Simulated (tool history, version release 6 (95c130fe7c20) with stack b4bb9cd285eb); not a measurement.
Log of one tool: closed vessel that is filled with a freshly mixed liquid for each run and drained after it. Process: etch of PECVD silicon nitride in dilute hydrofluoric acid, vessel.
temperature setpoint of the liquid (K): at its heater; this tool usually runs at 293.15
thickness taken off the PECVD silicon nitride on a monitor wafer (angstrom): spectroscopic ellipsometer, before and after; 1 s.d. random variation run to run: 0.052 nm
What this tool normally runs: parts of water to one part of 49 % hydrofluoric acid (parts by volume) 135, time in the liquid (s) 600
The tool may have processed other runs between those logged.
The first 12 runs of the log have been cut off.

run,hour,temperature setpoint of the liquid (K),parts of water to one part of 49 % hydrofluoric acid (parts by volume),time in the liquid (s),wafers since the last listed run,hours since the thermometer was replaced,hours since the hydrofluoric acid flow meter was replaced,hours since the gauge calibration,"read-back film thickness of the PECVD silicon nitride reference wafer, read on the same gauge (nm)",thickness taken off the PECVD silicon nitride on a monitor wafer (angstrom)
13,653.4,293.15,135,415,2824,118.6,1649.1,1536.8,40.02,85.2
# hour 693.8: hydrofluoric acid flow meter replaced
14,721.4,293.15,135,415,3530,186.6,27.6,1604.8,40.00,89.5
15,766.3,290.15,170,600,2365,231.5,72.5,1649.7,40.00,84.3
16,815.9,293.15,70,315,2613,281.1,122.1,1699.3,39.99,128.6
17,848.0,293.15,135,600,1691,313.2,154.2,1731.4,39.99,128.4
18,873.9,290.15,155,600,1364,339.1,180.1,1757.3,39.97,92.0
# hour 922.4: gauge calibrated
19,937.3,290.15,110,600,3340,402.5,243.5,14.9,39.99,127.3
20,1001.1,293.15,135,600,3361,466.3,307.3,78.7,39.99,129.0
21,1031.1,293.15,180,600,1580,496.3,337.3,108.7,39.99,96.8
22,1063.8,293.15,75,600,1723,529.0,370.0,141.4,40.02,227.9
23,1102.9,293.15,135,600,2060,568.1,409.1,180.5,40.03,128.6
24,1136.1,298.15,80,600,1749,601.3,442.3,213.7,39.98,298.1
25,1192.6,296.15,115,735,2977,657.8,498.8,270.2,39.99,222.6
26,1261.2,297.65,95,330,3614,726.4,567.4,338.8,40.00,133.2
27,1313.6,295.15,95,880,2761,778.8,619.8,391.2,40.01,302.1
28,1376.7,296.65,135,600,3324,841.9,682.9,454.3,39.97,159.3
29,1422.1,293.15,135,600,2392,887.3,728.3,499.7,39.98,127.0
30,1481.7,290.15,135,250,3140,946.9,787.9,559.3,40.01,43.1
31,1516.6,295.15,200,600,1838,981.8,822.8,594.2,40.00,98.2

4 ways to go on from here, each from the tool as it stands after run 31. What would each give?
A,1517.4,293.15,135,600,42,982.6,823.6,595.0,?,?
B,1517.4,293.15,90,600,42,982.6,823.6,595.0,?,?
C,1517.4,290.15,115,440,42,982.6,823.6,595.0,?,?
D,1517.4,295.65,135,600,42,982.6,823.6,595.0,?,?

run,"read-back film thickness of the PECVD silicon nitride reference wafer, read on the same gauge (nm)",thickness taken off the PECVD silicon nitride on a monitor wafer (angstrom)
A,40.02,126.5
B,40.02,187.9
C,40.02,88.3
D,40.02,149.3
Had the tool no hidden state, the same runs would have come out as:
run,thickness taken off the PECVD silicon nitride on a monitor wafer (angstrom)
A,130.4
B,193.7
C,91.0
D,154.0
